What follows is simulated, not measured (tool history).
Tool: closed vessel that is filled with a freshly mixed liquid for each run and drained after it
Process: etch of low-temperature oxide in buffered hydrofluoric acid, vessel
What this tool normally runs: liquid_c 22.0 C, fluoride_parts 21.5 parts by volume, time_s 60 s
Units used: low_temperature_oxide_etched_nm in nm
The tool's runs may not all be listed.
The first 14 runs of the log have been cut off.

run    hour  liquid_c  fluoride_parts  time_s  wafers since the last listed run  hours since the thermometer was replaced  hours since the hydrofluoric acid flow meter was replaced  hours since the gauge calibration  read-back film thickness of the low-temperature oxide reference wafer, read on the same gauge (nm)  low_temperature_oxide_etched_nm
 15  1135.9      19.0            21.5      60                             12829                                     614.7                                                      391.7                              602.9                                                                                               39.99                           134.01
 16  1237.1      18.0            15.0      80                             13127                                     715.9                                                      492.9                              704.1                                                                                               40.00                           238.95
 17  1403.0      22.0            24.0      60                             21520                                     881.8                                                      658.8                              870.0                                                                                               40.00                           146.55
 18  1479.4      17.5            26.0      40                              9910                                     958.2                                                      735.2                              946.4                                                                                               39.99                            72.25
 19  1522.1      22.0            21.5      35                              5539                                    1000.9                                                      777.9                              989.1                                                                                               40.00                            93.36
 20  1580.2      24.5            14.5      35                              7536                                    1059.0                                                      836.0                             1047.2                                                                                               40.01                           154.36
 21  1663.4      22.0            21.5      60                             10792                                    1142.2                                                      919.2                             1130.4                                                                                               40.00                           156.38
 22  1743.4      24.5            24.0      30                             10377                                    1222.2                                                      999.2                             1210.4                                                                                               40.00                            82.35
 23  1829.7      19.0            15.0      45                             11194                                    1308.5                                                     1085.5                             1296.7                                                                                               39.98                           138.29
 24  1921.6      22.0            29.0      60                             11921                                    1400.4                                                     1177.4                             1388.6                                                                                               40.01                           130.80
 25  2027.4      22.0            21.5      60                             13724                                    1506.2                                                     1283.2                             1494.4                                                                                               39.99                           156.44
     2063.8  -- hydrofluoric acid flow meter replaced
 26  2201.7      26.5            21.5      30                             22480                                    1680.5                                                      137.9                             1668.7                                                                                               40.04                           102.31
 27  2280.2      18.0            21.5      80                             10183                                    1759.0                                                      216.4                             1747.2                                                                                               39.98                           167.37
 28  2348.0      24.5            17.0      30                              8795                                    1826.8                                                      284.2                             1815.0                                                                                               40.00                           111.61
 29  2412.1      20.5            21.5      40                              8315                                    1890.9                                                      348.3                             1879.1                                                                                               39.96                            97.19
 30  2479.6      22.0            21.5      95                              8756                                    1958.4                                                      415.8                             1946.6                                                                                               40.00                           246.82
 31  2573.6      22.0            21.5      85                             12193                                    2052.4                                                      509.8                             2040.6                                                                                               39.98                           221.91

Predict each of these 5 candidate next runs independently; none follows another, all start after run 31:
  A  2574.3      22.0            21.5      60                                90                                    2053.1                                                      510.5                             2041.3                                                                                                   ?                                ?
  B  2574.3      26.0            21.5      60                                90                                    2053.1                                                      510.5                             2041.3                                                                                                   ?                                ?
  C  2574.3      24.5            19.0      50                                90                                    2053.1                                                      510.5                             2041.3                                                                                                   ?                                ?
  D  2574.3      22.0            28.5      60                                90                                    2053.1                                                      510.5                             2041.3                                                                                                   ?                                ?
  E  2574.3      25.5            29.5      75                                90                                    2053.1                                                      510.5                             2041.3                                                                                                   ?                                ?

run  read-back film thickness of the low-temperature oxide reference wafer, read on the same gauge (nm)  low_temperature_oxide_etched_nm
  A                                                                                               40.01                           156.46
  B                                                                                               40.01                           194.96
  C                                                                                               40.01                           165.50
  D                                                                                               40.01                           128.80
  E                                                                                               40.01                           190.80
With the hidden condition removed and each run's random variation left untouched, the same runs would have given:
run  low_temperature_oxide_etched_nm
  A                           162.21
  B                           201.96
  C                           171.49
  D                           133.55
  E                           197.70
